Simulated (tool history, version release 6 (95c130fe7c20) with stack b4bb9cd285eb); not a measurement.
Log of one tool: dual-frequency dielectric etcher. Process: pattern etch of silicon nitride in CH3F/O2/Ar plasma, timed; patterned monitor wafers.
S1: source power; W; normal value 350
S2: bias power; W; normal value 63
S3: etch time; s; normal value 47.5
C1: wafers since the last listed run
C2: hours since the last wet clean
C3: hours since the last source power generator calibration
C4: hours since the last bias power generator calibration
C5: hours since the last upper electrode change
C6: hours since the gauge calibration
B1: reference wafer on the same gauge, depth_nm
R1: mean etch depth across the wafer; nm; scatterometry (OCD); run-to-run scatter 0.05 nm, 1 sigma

{"run": 1, "day": 0.0, "S1": 350, "S2": 63, "S3": 47.5, "C1": 0, "C2": 295.9, "C3": 3599.7, "C4": 4068.6, "C5": 1763.8, "C6": 186.1, "B1": 30.61, "R1": 32.89}
{"run": 2, "day": 1.171, "S1": 350, "S2": 63, "S3": 47.5, "C1": 466, "C2": 324.0, "C3": 3627.8, "C4": 4096.7, "C5": 1791.9, "C6": 214.2, "B1": 30.6, "R1": 32.85}
{"run": 3, "day": 2.062, "S1": 350, "S2": 63, "S3": 47.5, "C1": 355, "C2": 345.4, "C3": 3649.2, "C4": 4118.1, "C5": 1813.3, "C6": 235.6, "B1": 30.61, "R1": 32.85}
{"run": 4, "day": 2.733, "S1": 350, "S2": 63, "S3": 47.5, "C1": 267, "C2": 361.5, "C3": 3665.3, "C4": 4134.2, "C5": 1829.4, "C6": 251.7, "B1": 30.6, "R1": 32.79}
{"run": 5, "day": 3.467, "S1": 350, "S2": 63, "S3": 47.5, "C1": 292, "C2": 379.1, "C3": 3682.9, "C4": 4151.8, "C5": 1847.0, "C6": 269.3, "B1": 30.59, "R1": 32.83}
{"run": 6, "day": 4.804, "S1": 350, "S2": 63, "S3": 52.5, "C1": 533, "C2": 411.2, "C3": 3715.0, "C4": 4183.9, "C5": 1879.1, "C6": 301.4, "B1": 30.6, "R1": 36.18}
{"run": 7, "day": 6.288, "S1": 350, "S2": 63, "S3": 52.5, "C1": 591, "C2": 446.8, "C3": 3750.6, "C4": 4219.5, "C5": 1914.7, "C6": 337.0, "B1": 30.61, "R1": 36.15}
{"run": 8, "day": 7.596, "S1": 350, "S2": 63, "S3": 52.5, "C1": 521, "C2": 478.2, "C3": 3782.0, "C4": 4250.9, "C5": 1946.1, "C6": 368.4, "B1": 30.6, "R1": 36.06}
{"day": 8.375, "done": "gauge calibrated"}
{"run": 9, "day": 8.958, "S1": 350, "S2": 63, "S3": 47.5, "C1": 542, "C2": 510.9, "C3": 3814.7, "C4": 4283.6, "C5": 1978.8, "C6": 14.0, "B1": 30.6, "R1": 32.54}
{"run": 10, "day": 10.033, "S1": 350, "S2": 63, "S3": 52.0, "C1": 428, "C2": 536.7, "C3": 3840.5, "C4": 4309.4, "C5": 2004.6, "C6": 39.8, "B1": 30.6, "R1": 35.68}
{"day": 11.896, "done": "upper electrode replaced"}
{"run": 11, "day": 11.917, "S1": 350, "S2": 51, "S3": 47.5, "C1": 352, "C2": 581.9, "C3": 3885.7, "C4": 4354.6, "C5": 0.5, "C6": 85.0, "B1": 30.6, "R1": 30.34}
{"run": 12, "day": 12.304, "S1": 350, "S2": 63, "S3": 47.5, "C1": 154, "C2": 591.2, "C3": 3895.0, "C4": 4363.9, "C5": 9.8, "C6": 94.3, "B1": 30.6, "R1": 32.47}
{"run": 13, "day": 12.975, "S1": 400, "S2": 59, "S3": 54.0, "C1": 267, "C2": 607.3, "C3": 3911.1, "C4": 4380.0, "C5": 25.9, "C6": 110.4, "B1": 30.61, "R1": 37.94}
{"day": 13.692, "done": "source power generator calibrated"}
{"day": 13.783, "done": "bias power generator calibrated"}
{"day": 14.754, "done": "wet clean of the chamber"}
{"run": 14, "day": 14.775, "S1": 350, "S2": 63, "S3": 47.5, "C1": 227, "C2": 0.5, "C3": 26.0, "C4": 23.8, "C5": 69.1, "C6": 153.6, "B1": 30.6, "R1": 33.42}
{"run": 15, "day": 15.317, "S1": 350, "S2": 63, "S3": 47.5, "C1": 215, "C2": 13.5, "C3": 39.0, "C4": 36.8, "C5": 82.1, "C6": 166.6, "B1": 30.59, "R1": 33.4}
{"run": 16, "day": 16.783, "S1": 350, "S2": 69, "S3": 35.5, "C1": 584, "C2": 48.7, "C3": 74.2, "C4": 72.0, "C5": 117.3, "C6": 201.8, "B1": 30.6, "R1": 25.7}
{"run": 17, "day": 17.792, "S1": 350, "S2": 63, "S3": 47.5, "C1": 401, "C2": 72.9, "C3": 98.4, "C4": 96.2, "C5": 141.5, "C6": 226.0, "B1": 30.6, "R1": 33.17}
{"run": 18, "day": 18.388, "S1": 320, "S2": 52, "S3": 47.5, "C1": 237, "C2": 87.2, "C3": 112.7, "C4": 110.5, "C5": 155.8, "C6": 240.3, "B1": 30.61, "R1": 30.26}
{"run": 19, "day": 19.046, "S1": 310, "S2": 73, "S3": 54.0, "C1": 262, "C2": 103.0, "C3": 128.5, "C4": 126.3, "C5": 171.6, "C6": 256.1, "B1": 30.59, "R1": 38.02}

Consider 3 possible next runs. They are alternatives, not a sequence: every one starts from the tool as it was left by run 19. What does each give?
{"run": "A", "day": 19.062, "S1": 350, "S2": 59, "S3": 47.5, "C1": 6, "C2": 103.4, "C3": 128.9, "C4": 126.7, "C5": 172.0, "C6": 256.5, "B1": "?", "R1": "?"}
{"run": "B", "day": 19.062, "S1": 350, "S2": 63, "S3": 38.0, "C1": 6, "C2": 103.4, "C3": 128.9, "C4": 126.7, "C5": 172.0, "C6": 256.5, "B1": "?", "R1": "?"}
{"run": "C", "day": 19.062, "S1": 350, "S2": 57, "S3": 43.5, "C1": 6, "C2": 103.4, "C3": 128.9, "C4": 126.7, "C5": 172.0, "C6": 256.5, "B1": "?", "R1": "?"}

run=A B1=30.61 R1=32.55
run=B B1=30.61 R1=26.60
run=C B1=30.61 R1=29.48
What these runs would have given with no unlogged condition in the tool:
run=A R1=32.81
run=B R1=26.82
run=C R1=29.71
